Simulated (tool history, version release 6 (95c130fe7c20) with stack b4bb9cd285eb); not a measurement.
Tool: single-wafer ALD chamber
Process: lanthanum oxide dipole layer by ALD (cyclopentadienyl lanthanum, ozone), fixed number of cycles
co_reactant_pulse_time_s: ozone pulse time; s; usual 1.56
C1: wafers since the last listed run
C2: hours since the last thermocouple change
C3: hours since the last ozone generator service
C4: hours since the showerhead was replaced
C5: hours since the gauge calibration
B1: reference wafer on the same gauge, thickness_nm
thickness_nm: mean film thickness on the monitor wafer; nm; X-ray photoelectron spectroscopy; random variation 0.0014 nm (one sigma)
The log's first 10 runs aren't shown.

Run 11, hour 635.9: usual settings; C1 999; C2 575.5; C3 1342; C4 2401.2; C5 2046.8; B1 0.532. Result: thickness_nm 0.552 nm.
Run 12, hour 676.1: usual settings but co_reactant_pulse_time_s 1.85 s; C1 398; C2 615.7; C3 1382.2; C4 2441.4; C5 2087; B1 0.532. Result: thickness_nm 0.564 nm.
Run 13, hour 758.6: usual settings but co_reactant_pulse_time_s 1.85 s; C1 818; C2 698.2; C3 1464.7; C4 2523.9; C5 2169.5; B1 0.532. Result: thickness_nm 0.563 nm.
Run 14, hour 845.1: usual settings but co_reactant_pulse_time_s 1.85 s; C1 858; C2 784.7; C3 1551.2; C4 2610.4; C5 2256; B1 0.532. Result: thickness_nm 0.565 nm.
Run 15, hour 932.4: usual settings but co_reactant_pulse_time_s 1.36 s; C1 866; C2 872; C3 1638.5; C4 2697.7; C5 2343.3; B1 0.533. Result: thickness_nm 0.542 nm.
At hour 949.6: gauge calibrated.
At hour 1017.2: showerhead replaced.
Run 16, hour 1037.6: usual settings but co_reactant_pulse_time_s 1.36 s; C1 964; C2 977.2; C3 1743.7; C4 20.4; C5 88; B1 0.532. Result: thickness_nm 0.541 nm.
Run 17, hour 1083: usual settings; C1 450; C2 1022.6; C3 1789.1; C4 65.8; C5 133.4; B1 0.532. Result: thickness_nm 0.551 nm.
Run 18, hour 1185.9: usual settings but co_reactant_pulse_time_s 1.04 s; C1 1021; C2 1125.5; C3 1892; C4 168.7; C5 236.3; B1 0.532. Result: thickness_nm 0.515 nm.
At hour 1214.8: thermocouple changed; heater temperature recalibrated.
At hour 1285.4: ozone generator serviced.
Run 19, hour 1359.8: usual settings but co_reactant_pulse_time_s 1.03 s; C1 1567; C2 145; C3 74.4; C4 342.6; C5 410.2; B1 0.531. Result: thickness_nm 0.529 nm.
Run 20, hour 1410.7: usual settings but co_reactant_pulse_time_s 1.12 s; C1 505; C2 195.9; C3 125.3; C4 393.5; C5 461.1; B1 0.532. Result: thickness_nm 0.536 nm.
Run 21, hour 1504.6: usual settings but co_reactant_pulse_time_s 1.89 s; C1 931; C2 289.8; C3 219.2; C4 487.4; C5 555; B1 0.532. Result: thickness_nm 0.567 nm.
Run 22, hour 1567.9: usual settings but co_reactant_pulse_time_s 2.07 s; C1 628; C2 353.1; C3 282.5; C4 550.7; C5 618.3; B1 0.531. Result: thickness_nm 0.572 nm.
Run 23, hour 1649: usual settings but co_reactant_pulse_time_s 1.02 s; C1 804; C2 434.2; C3 363.6; C4 631.8; C5 699.4; B1 0.532. Result: thickness_nm 0.523 nm.
Run 24, hour 1707.4: usual settings but co_reactant_pulse_time_s 1.93 s; C1 579; C2 492.6; C3 422; C4 690.2; C5 757.8; B1 0.532. Result: thickness_nm 0.568 nm.
Run 25, hour 1792.1: usual settings but co_reactant_pulse_time_s 1.13 s; C1 840; C2 577.3; C3 506.7; C4 774.9; C5 842.5; B1 0.532. Result: thickness_nm 0.531 nm.
Run 26, hour 1857.9: usual settings; C1 653; C2 643.1; C3 572.5; C4 840.7; C5 908.3; B1 0.532. Result: thickness_nm 0.555 nm.
Run 27, hour 1928.5: usual settings but co_reactant_pulse_time_s 1.05 s; C1 700; C2 713.7; C3 643.1; C4 911.3; C5 978.9; B1 0.532. Result: thickness_nm 0.522 nm.
Run 28, hour 2006.5: usual settings but co_reactant_pulse_time_s 1.25 s; C1 774; C2 791.7; C3 721.1; C4 989.3; C5 1056.9; B1 0.532. Result: thickness_nm 0.538 nm.
Run 29, hour 2107.1: usual settings; C1 998; C2 892.3; C3 821.7; C4 1089.9; C5 1157.5; B1 0.533. Result: thickness_nm 0.556 nm.
Run 30, hour 2197.5: usual settings; C1 897; C2 982.7; C3 912.1; C4 1180.3; C5 1247.9; B1 0.532. Result: thickness_nm 0.555 nm.
Run 31, hour 2257.4: usual settings but co_reactant_pulse_time_s 2.01 s; C1 594; C2 1042.6; C3 972; C4 1240.2; C5 1307.8; B1 0.532. Result: thickness_nm 0.568 nm.
At hour 2339: thermocouple changed; heater temperature recalibrated.
Run 32, hour 2364.5: usual settings; C1 983; C2 25.5; C3 1079.1; C4 1347.3; C5 1414.9; B1 0.532. Result: thickness_nm 0.557 nm.

3 ways to go on from here, each from the tool as it stands after run 32. What would each give?
Run A, hour 2364.9: usual settings; C1 3; C2 25.9; C3 1079.5; C4 1347.7; C5 1415.3; B1 ?. Result: thickness_nm ?.
Run B, hour 2364.9: usual settings but co_reactant_pulse_time_s 1.98 s; C1 3; C2 25.9; C3 1079.5; C4 1347.7; C5 1415.3; B1 ?. Result: thickness_nm ?.
Run C, hour 2364.9: usual settings but co_reactant_pulse_time_s 2.15 s; C1 3; C2 25.9; C3 1079.5; C4 1347.7; C5 1415.3; B1 ?. Result: thickness_nm ?.

run     B1  thickness_nm
  A  0.532         0.555
  B  0.532          0.57
  C  0.532         0.573
Without the tool's hidden state the same runs would have given:
run  thickness_nm
  A         0.563
  B         0.575
  C         0.578

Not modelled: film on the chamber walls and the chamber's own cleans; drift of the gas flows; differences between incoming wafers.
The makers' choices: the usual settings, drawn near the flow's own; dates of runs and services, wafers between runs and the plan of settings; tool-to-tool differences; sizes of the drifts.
